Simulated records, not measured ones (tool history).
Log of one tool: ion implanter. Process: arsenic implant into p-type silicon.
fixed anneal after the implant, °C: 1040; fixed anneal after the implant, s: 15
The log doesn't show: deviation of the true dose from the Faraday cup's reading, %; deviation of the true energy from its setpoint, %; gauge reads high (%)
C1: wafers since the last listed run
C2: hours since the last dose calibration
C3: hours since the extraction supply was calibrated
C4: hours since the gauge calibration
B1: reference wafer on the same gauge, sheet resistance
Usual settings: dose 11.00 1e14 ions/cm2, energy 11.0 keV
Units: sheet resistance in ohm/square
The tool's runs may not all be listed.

{"run": 1, "hour": 0.0, "dose": 11.0, "energy": 11.0, "C1": 0, "C2": 865.8, "C3": 5504.9, "C4": 342.4, "B1": 119.71, "sheet resistance": 120.13}
{"run": 2, "hour": 24.5, "dose": 11.0, "energy": 11.0, "C1": 338, "C2": 890.3, "C3": 5529.4, "C4": 366.9, "B1": 119.49, "sheet resistance": 120.28}
{"run": 3, "hour": 43.4, "dose": 10.01, "energy": 9.5, "C1": 260, "C2": 909.2, "C3": 5548.3, "C4": 385.8, "B1": 119.4, "sheet resistance": 128.51}
{"run": 4, "hour": 65.2, "dose": 10.01, "energy": 9.5, "C1": 300, "C2": 931.0, "C3": 5570.1, "C4": 407.6, "B1": 119.44, "sheet resistance": 128.9}
{"run": 5, "hour": 87.9, "dose": 11.0, "energy": 11.0, "C1": 313, "C2": 953.7, "C3": 5592.8, "C4": 430.3, "B1": 119.45, "sheet resistance": 119.94}
{"run": 6, "hour": 116.0, "dose": 11.0, "energy": 9.5, "C1": 387, "C2": 981.8, "C3": 5620.9, "C4": 458.4, "B1": 119.29, "sheet resistance": 120.87}
{"run": 7, "hour": 137.7, "dose": 11.0, "energy": 11.0, "C1": 299, "C2": 1003.5, "C3": 5642.6, "C4": 480.1, "B1": 119.36, "sheet resistance": 119.39}
{"run": 8, "hour": 156.2, "dose": 12.42, "energy": 11.0, "C1": 255, "C2": 1022.0, "C3": 5661.1, "C4": 498.6, "B1": 119.23, "sheet resistance": 112.91}
{"run": 9, "hour": 179.2, "dose": 12.42, "energy": 11.0, "C1": 317, "C2": 1045.0, "C3": 5684.1, "C4": 521.6, "B1": 119.13, "sheet resistance": 112.84}
{"run": 10, "hour": 192.8, "dose": 12.43, "energy": 11.0, "C1": 187, "C2": 1058.6, "C3": 5697.7, "C4": 535.2, "B1": 119.11, "sheet resistance": 112.07}
{"run": 11, "hour": 210.8, "dose": 11.0, "energy": 11.0, "C1": 248, "C2": 1076.6, "C3": 5715.7, "C4": 553.2, "B1": 119.17, "sheet resistance": 119.93}
{"run": 12, "hour": 228.3, "dose": 11.0, "energy": 11.0, "C1": 241, "C2": 1094.1, "C3": 5733.2, "C4": 570.7, "B1": 119.03, "sheet resistance": 119.86}
{"run": 13, "hour": 261.3, "dose": 11.0, "energy": 11.0, "C1": 455, "C2": 1127.1, "C3": 5766.2, "C4": 603.7, "B1": 119.01, "sheet resistance": 119.96}
{"run": 14, "hour": 282.0, "dose": 12.86, "energy": 11.0, "C1": 285, "C2": 1147.8, "C3": 5786.9, "C4": 624.4, "B1": 119.14, "sheet resistance": 111.57}
{"run": 15, "hour": 317.9, "dose": 12.86, "energy": 11.0, "C1": 495, "C2": 1183.7, "C3": 5822.8, "C4": 660.3, "B1": 118.98, "sheet resistance": 110.59}
{"run": 16, "hour": 333.0, "dose": 8.54, "energy": 8.5, "C1": 208, "C2": 1198.8, "C3": 5837.9, "C4": 675.4, "B1": 119.14, "sheet resistance": 142.51}
{"run": 17, "hour": 363.5, "dose": 11.0, "energy": 11.0, "C1": 420, "C2": 1229.3, "C3": 5868.4, "C4": 705.9, "B1": 118.96, "sheet resistance": 118.9}
{"run": 18, "hour": 384.6, "dose": 11.0, "energy": 11.0, "C1": 291, "C2": 1250.4, "C3": 5889.5, "C4": 727.0, "B1": 118.86, "sheet resistance": 119.39}
{"run": 19, "hour": 401.8, "dose": 13.75, "energy": 11.0, "C1": 237, "C2": 1267.6, "C3": 5906.7, "C4": 744.2, "B1": 118.95, "sheet resistance": 108.76}
{"hour": 410.0, "done": "extraction supply calibrated"}
{"hour": 434.5, "done": "Faraday cup replaced and dose calibrated"}
{"run": 20, "hour": 435.0, "dose": 11.0, "energy": 11.0, "C1": 237, "C2": 0.5, "C3": 25.0, "C4": 777.4, "B1": 118.81, "sheet resistance": 119.5}
{"run": 21, "hour": 446.7, "dose": 11.0, "energy": 11.0, "C1": 161, "C2": 12.2, "C3": 36.7, "C4": 789.1, "B1": 118.93, "sheet resistance": 118.88}
{"run": 22, "hour": 459.4, "dose": 11.0, "energy": 11.0, "C1": 175, "C2": 24.9, "C3": 49.4, "C4": 801.8, "B1": 118.85, "sheet resistance": 118.7}
{"run": 23, "hour": 487.3, "dose": 11.0, "energy": 8.5, "C1": 385, "C2": 52.8, "C3": 77.3, "C4": 829.7, "B1": 118.95, "sheet resistance": 121.44}
{"hour": 514.5, "done": "gauge calibrated"}
{"run": 24, "hour": 519.8, "dose": 8.3, "energy": 11.0, "C1": 448, "C2": 85.3, "C3": 109.8, "C4": 5.3, "B1": 122.92, "sheet resistance": 146.36}
{"run": 25, "hour": 538.9, "dose": 9.09, "energy": 12.5, "C1": 263, "C2": 104.4, "C3": 128.9, "C4": 24.4, "B1": 122.55, "sheet resistance": 135.99}
{"run": 26, "hour": 551.1, "dose": 14.17, "energy": 14.0, "C1": 168, "C2": 116.6, "C3": 141.1, "C4": 36.6, "B1": 122.57, "sheet resistance": 106.44}
{"run": 27, "hour": 578.2, "dose": 11.91, "energy": 9.0, "C1": 374, "C2": 143.7, "C3": 168.2, "C4": 63.7, "B1": 122.16, "sheet resistance": 120.44}
{"run": 28, "hour": 593.6, "dose": 12.61, "energy": 11.0, "C1": 212, "C2": 159.1, "C3": 183.6, "C4": 79.1, "B1": 121.94, "sheet resistance": 114.6}
{"run": 29, "hour": 609.6, "dose": 14.04, "energy": 11.0, "C1": 220, "C2": 175.1, "C3": 199.6, "C4": 95.1, "B1": 121.76, "sheet resistance": 109.16}
{"run": 30, "hour": 627.5, "dose": 12.05, "energy": 13.5, "C1": 247, "C2": 193.0, "C3": 217.5, "C4": 113.0, "B1": 121.61, "sheet resistance": 114.46}
{"run": 31, "hour": 651.2, "dose": 11.0, "energy": 11.0, "C1": 327, "C2": 216.7, "C3": 241.2, "C4": 136.7, "B1": 121.31, "sheet resistance": 121.37}

Forecast each of these 3 alternatives for the next run:
{"run": "A", "hour": 651.6, "dose": 7.91, "energy": 11.0, "C1": 5, "C2": 217.1, "C3": 241.6, "C4": 137.1, "B1": "?", "sheet resistance": "?"}
{"run": "B", "hour": 651.6, "dose": 9.73, "energy": 11.0, "C1": 5, "C2": 217.1, "C3": 241.6, "C4": 137.1, "B1": "?", "sheet resistance": "?"}
{"run": "C", "hour": 651.6, "dose": 11.0, "energy": 10.0, "C1": 5, "C2": 217.1, "C3": 241.6, "C4": 137.1, "B1": "?", "sheet resistance": "?"}

run=A B1=121.20 sheet_resistance=148.76
run=B B1=121.20 sheet_resistance=130.56
run=C B1=121.20 sheet_resistance=122.94
Without the tool's hidden state the same runs would have given:
run=A sheet_resistance=150.84
run=B sheet_resistance=132.38
run=C sheet_resistance=124.66

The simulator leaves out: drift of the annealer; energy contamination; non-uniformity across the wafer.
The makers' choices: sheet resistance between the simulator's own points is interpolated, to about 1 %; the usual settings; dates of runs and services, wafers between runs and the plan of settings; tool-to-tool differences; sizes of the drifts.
